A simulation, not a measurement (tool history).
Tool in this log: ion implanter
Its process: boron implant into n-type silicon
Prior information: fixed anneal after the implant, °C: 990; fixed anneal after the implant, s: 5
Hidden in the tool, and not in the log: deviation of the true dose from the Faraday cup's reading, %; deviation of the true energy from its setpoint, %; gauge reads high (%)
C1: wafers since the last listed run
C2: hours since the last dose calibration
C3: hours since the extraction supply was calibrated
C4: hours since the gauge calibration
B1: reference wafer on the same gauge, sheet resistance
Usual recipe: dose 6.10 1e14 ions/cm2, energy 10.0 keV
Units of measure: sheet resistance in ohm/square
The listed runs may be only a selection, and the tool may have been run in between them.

Run 1, hour 0.0: usual settings; C1 0; C2 562.8; C3 6572.8; C4 95.4; B1 247.91. Result: sheet resistance 207.40 ohm/square.
Run 2, hour 107.2: usual settings; C1 2280; C2 670.0; C3 6680.0; C4 202.6; B1 247.97. Result: sheet resistance 207.53 ohm/square.
Run 3, hour 339.9: usual settings but energy 11.0 keV; C1 4950; C2 902.7; C3 6912.7; C4 435.3; B1 247.99. Result: sheet resistance 204.91 ohm/square.
At hour 422.2: Faraday cup replaced and dose calibrated.
Run 4, hour 425.9: usual settings but energy 11.0 keV; C1 1659; C2 3.7; C3 6998.7; C4 521.3; B1 247.98. Result: sheet resistance 205.35 ohm/square.
Run 5, hour 497.1: usual settings but energy 11.0 keV; C1 1514; C2 74.9; C3 7069.9; C4 592.5; B1 247.97. Result: sheet resistance 205.52 ohm/square.
Run 6, hour 599.4: usual settings; C1 2176; C2 177.2; C3 7172.2; C4 694.8; B1 248.13. Result: sheet resistance 207.42 ohm/square.
Run 7, hour 666.4: usual settings; C1 1425; C2 244.2; C3 7239.2; C4 761.8; B1 247.93. Result: sheet resistance 207.13 ohm/square.
Run 8, hour 740.2: usual settings; C1 1570; C2 318.0; C3 7313.0; C4 835.6; B1 247.90. Result: sheet resistance 207.27 ohm/square.
Run 9, hour 931.2: usual settings; C1 4063; C2 509.0; C3 7504.0; C4 1026.6; B1 248.11. Result: sheet resistance 207.37 ohm/square.
Run 10, hour 1030.4: usual settings; C1 2110; C2 608.2; C3 7603.2; C4 1125.8; B1 248.11. Result: sheet resistance 206.55 ohm/square.
At hour 1067.1: extraction supply calibrated.
Run 11, hour 1069.7: usual settings but energy 9.5 keV; C1 665; C2 647.5; C3 2.6; C4 1165.1; B1 248.03. Result: sheet resistance 207.54 ohm/square.
Run 12, hour 1162.5: usual settings but energy 9.5 keV; C1 1974; C2 740.3; C3 95.4; C4 1257.9; B1 247.95. Result: sheet resistance 208.25 ohm/square.
Run 13, hour 1246.4: usual settings but energy 9.5 keV; C1 1784; C2 824.2; C3 179.3; C4 1341.8; B1 248.07. Result: sheet resistance 208.56 ohm/square.
At hour 1255.9: Faraday cup replaced and dose calibrated.
Run 14, hour 1294.0: usual settings; C1 842; C2 38.1; C3 226.9; C4 1389.4; B1 247.85. Result: sheet resistance 207.10 ohm/square.
Run 15, hour 1358.7: usual settings but energy 6.5 keV; C1 1376; C2 102.8; C3 291.6; C4 1454.1; B1 247.87. Result: sheet resistance 223.15 ohm/square.
Run 16, hour 1437.1: usual settings; C1 1667; C2 181.2; C3 370.0; C4 1532.5; B1 248.05. Result: sheet resistance 207.37 ohm/square.
Run 17, hour 1493.5: usual settings; C1 1199; C2 237.6; C3 426.4; C4 1588.9; B1 247.91. Result: sheet resistance 206.98 ohm/square.
Run 18, hour 1549.0: usual settings; C1 1180; C2 293.1; C3 481.9; C4 1644.4; B1 248.00. Result: sheet resistance 207.07 ohm/square.
Run 19, hour 1655.2: usual settings but dose 7.01 1e14 ions/cm2, energy 8.5 keV; C1 2259; C2 399.3; C3 588.1; C4 1750.6; B1 248.04. Result: sheet resistance 193.46 ohm/square.
Run 20, hour 1714.8: usual settings; C1 1267; C2 458.9; C3 647.7; C4 1810.2; B1 248.10. Result: sheet resistance 207.40 ohm/square.
Run 21, hour 1767.0: usual settings but dose 7.76 1e14 ions/cm2, energy 8.5 keV; C1 1110; C2 511.1; C3 699.9; C4 1862.4; B1 247.99. Result: sheet resistance 183.35 ohm/square.
At hour 1801.9: gauge calibrated.
Run 22, hour 1847.0: usual settings; C1 1701; C2 591.1; C3 779.9; C4 45.1; B1 247.98. Result: sheet resistance 206.96 ohm/square.
Run 23, hour 1937.1: usual settings but dose 7.47 1e14 ions/cm2, energy 7.0 keV; C1 1916; C2 681.2; C3 870.0; C4 135.2; B1 248.11. Result: sheet resistance 196.83 ohm/square.
At hour 2098.2: Faraday cup replaced and dose calibrated.
Run 24, hour 2138.2: usual settings but dose 7.23 1e14 ions/cm2; C1 4108; C2 40.0; C3 1071.1; C4 336.3; B1 248.00. Result: sheet resistance 185.34 ohm/square.
Run 25, hour 2245.4: usual settings but energy 13.5 keV; C1 2280; C2 147.2; C3 1178.3; C4 443.5; B1 248.09. Result: sheet resistance 202.66 ohm/square.
Run 26, hour 2306.4: usual settings but dose 4.67 1e14 ions/cm2, energy 12.0 keV; C1 1297; C2 208.2; C3 1239.3; C4 504.5; B1 248.10. Result: sheet resistance 251.83 ohm/square.
Run 27, hour 2407.2: usual settings but dose 4.86 1e14 ions/cm2, energy 12.0 keV; C1 2144; C2 309.0; C3 1340.1; C4 605.3; B1 248.03. Result: sheet resistance 244.52 ohm/square.
Run 28, hour 2475.5: usual settings but dose 4.35 1e14 ions/cm2, energy 12.5 keV; C1 1453; C2 377.3; C3 1408.4; C4 673.6; B1 248.03. Result: sheet resistance 266.44 ohm/square.
Run 29, hour 2564.5: usual settings but dose 5.23 1e14 ions/cm2, energy 7.0 keV; C1 1893; C2 466.3; C3 1497.4; C4 762.6; B1 247.94. Result: sheet resistance 243.44 ohm/square.
Run 30, hour 2606.7: usual settings; C1 897; C2 508.5; C3 1539.6; C4 804.8; B1 248.09. Result: sheet resistance 207.70 ohm/square.
Run 31, hour 2711.8: usual settings but dose 7.20 1e14 ions/cm2, energy 12.0 keV; C1 2235; C2 613.6; C3 1644.7; C4 909.9; B1 247.87. Result: sheet resistance 180.98 ohm/square.
Run 32, hour 2798.6: usual settings; C1 1846; C2 700.4; C3 1731.5; C4 996.7; B1 248.10. Result: sheet resistance 207.02 ohm/square.
Run 33, hour 2863.6: usual settings; C1 1382; C2 765.4; C3 1796.5; C4 1061.7; B1 247.98. Result: sheet resistance 207.44 ohm/square.
At hour 2920.7: Faraday cup replaced and dose calibrated.
Run 34, hour 2939.2: usual settings; C1 1438; C2 18.5; C3 1872.1; C4 1137.3; B1 248.09. Result: sheet resistance 207.27 ohm/square.
Run 35, hour 3026.7: usual settings but dose 7.23 1e14 ions/cm2; C1 1861; C2 106.0; C3 1959.6; C4 1224.8; B1 247.96. Result: sheet resistance 185.34 ohm/square.
Run 36, hour 3119.8: usual settings but dose 7.91 1e14 ions/cm2, energy 6.5 keV; C1 1980; C2 199.1; C3 2052.7; C4 1317.9; B1 247.98. Result: sheet resistance 196.44 ohm/square.
Run 37, hour 3186.9: usual settings but dose 7.09 1e14 ions/cm2, energy 7.5 keV; C1 1427; C2 266.2; C3 2119.8; C4 1385.0; B1 248.07. Result: sheet resistance 197.45 ohm/square.

State the hidden condition of the tool at each of the runs:
deviation of the true dose from the Faraday cup's reading, %: 0 across all the runs
deviation of the true energy from its setpoint, %: 0 across all the runs
gauge reads high (%): 0 across all the runs

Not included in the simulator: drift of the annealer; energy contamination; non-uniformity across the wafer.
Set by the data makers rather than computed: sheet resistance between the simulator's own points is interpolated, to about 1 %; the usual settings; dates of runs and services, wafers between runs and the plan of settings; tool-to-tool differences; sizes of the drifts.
